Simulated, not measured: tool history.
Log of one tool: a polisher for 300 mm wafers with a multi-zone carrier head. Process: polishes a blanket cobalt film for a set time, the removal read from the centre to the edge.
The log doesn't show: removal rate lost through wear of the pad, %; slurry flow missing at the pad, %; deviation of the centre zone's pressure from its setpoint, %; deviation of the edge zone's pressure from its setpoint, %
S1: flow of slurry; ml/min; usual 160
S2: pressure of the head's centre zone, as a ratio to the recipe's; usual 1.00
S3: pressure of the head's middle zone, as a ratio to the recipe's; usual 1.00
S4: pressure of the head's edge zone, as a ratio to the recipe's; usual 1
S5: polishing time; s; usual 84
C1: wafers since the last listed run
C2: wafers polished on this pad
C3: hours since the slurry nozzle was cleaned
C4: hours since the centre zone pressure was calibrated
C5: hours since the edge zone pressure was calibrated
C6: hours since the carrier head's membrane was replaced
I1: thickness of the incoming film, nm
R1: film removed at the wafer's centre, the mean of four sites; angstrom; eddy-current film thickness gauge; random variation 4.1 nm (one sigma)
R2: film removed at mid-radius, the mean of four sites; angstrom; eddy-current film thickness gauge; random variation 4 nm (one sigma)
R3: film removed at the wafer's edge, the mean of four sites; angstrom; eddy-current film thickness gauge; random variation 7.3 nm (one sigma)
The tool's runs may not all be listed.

| run | hour | S1 | S2 | S3 | S4 | S5 | C1 | C2 | C3 | C4 | C5 | C6 | I1 | R1 | R2 | R3 |
|---|---|---|---|---|---|---|---|---|---|---|---|---|---|---|---|---|
| 1 | 0.0 | 130 | 1.00 | 1.00 | 1 | 84 | 0 | 2356 | 206.1 | 142.0 | 121.6 | 164.5 | 1425.6 | 4633 | 4638 | 4768 |
|  | 53.2 | worn pad replaced by a new one |
| 2 | 61.6 | 115 | 1.00 | 1.00 | 1 | 84 | 389 | 57 | 267.7 | 203.6 | 183.2 | 226.1 | 1466.5 | 4515 | 4472 | 4556 |
| 3 | 125.7 | 115 | 1.00 | 1.00 | 1 | 84 | 433 | 490 | 331.8 | 267.7 | 247.3 | 290.2 | 1441.3 | 4489 | 4468 | 4450 |
| 4 | 157.2 | 160 | 1.00 | 1.00 | 1 | 84 | 212 | 703 | 363.3 | 299.2 | 278.8 | 321.7 | 1446.7 | 4833 | 4736 | 4726 |
| 5 | 211.4 | 160 | 1.00 | 1.00 | 1 | 84 | 366 | 1069 | 417.5 | 353.4 | 333.0 | 375.9 | 1460.6 | 4773 | 4714 | 4777 |
|  | 274.7 | slurry nozzle cleaned |
| 6 | 280.6 | 160 | 1.00 | 0.96 | 1 | 84 | 460 | 1530 | 5.9 | 422.6 | 402.2 | 445.1 | 1476.1 | 4920 | 4720 | 4876 |
| 7 | 312.7 | 160 | 0.97 | 1.00 | 1 | 84 | 216 | 1747 | 38.0 | 454.7 | 434.3 | 477.2 | 1438.3 | 4850 | 4847 | 4919 |
|  | 340.6 | centre zone pressure recalibrated |
|  | 351.9 | edge zone pressure recalibrated |
| 8 | 357.7 | 160 | 1.00 | 1.00 | 1 | 84 | 277 | 2024 | 83.0 | 17.1 | 5.8 | 522.2 | 1443.4 | 4887 | 4846 | 4881 |
| 9 | 408.6 | 160 | 1.00 | 1.00 | 1 | 84 | 344 | 2368 | 133.9 | 68.0 | 56.7 | 573.1 | 1461.0 | 4913 | 4769 | 4776 |
|  | 464.8 | worn pad replaced by a new one |
| 10 | 465.3 | 175 | 1.00 | 1.00 | 1 | 84 | 356 | 3 | 190.6 | 124.7 | 113.4 | 629.8 | 1475.3 | 4965 | 4856 | 4774 |
|  | 508.4 | carrier head's membrane replaced by a new one |
| 11 | 509.7 | 160 | 1.00 | 1.12 | 1 | 84 | 266 | 269 | 235.0 | 169.1 | 157.8 | 1.3 | 1447.5 | 4782 | 5213 | 4790 |
| 12 | 574.7 | 135 | 1.00 | 1.00 | 1 | 84 | 439 | 708 | 300.0 | 234.1 | 222.8 | 66.3 | 1440.1 | 4634 | 4618 | 4695 |
| 13 | 636.6 | 210 | 0.90 | 1.00 | 1 | 84 | 418 | 1127 | 361.9 | 296.0 | 284.7 | 128.2 | 1462.2 | 4589 | 4905 | 4930 |

The next listed run, before its measurement:
| 14 | 671.3 | 180 | 1.00 | 1.10 | 1 | 84 | 234 | 1361 | 396.6 | 330.7 | 319.4 | 162.9 | 1456.2 | ? | ? | ? |

{"run 14": {"R1": 4903, "R2": 5211, "R3": 5051}}
Without the tool's hidden state the same run would have given R1 5075 angstrom, R2 5372 angstrom, R3 5163 angstrom.

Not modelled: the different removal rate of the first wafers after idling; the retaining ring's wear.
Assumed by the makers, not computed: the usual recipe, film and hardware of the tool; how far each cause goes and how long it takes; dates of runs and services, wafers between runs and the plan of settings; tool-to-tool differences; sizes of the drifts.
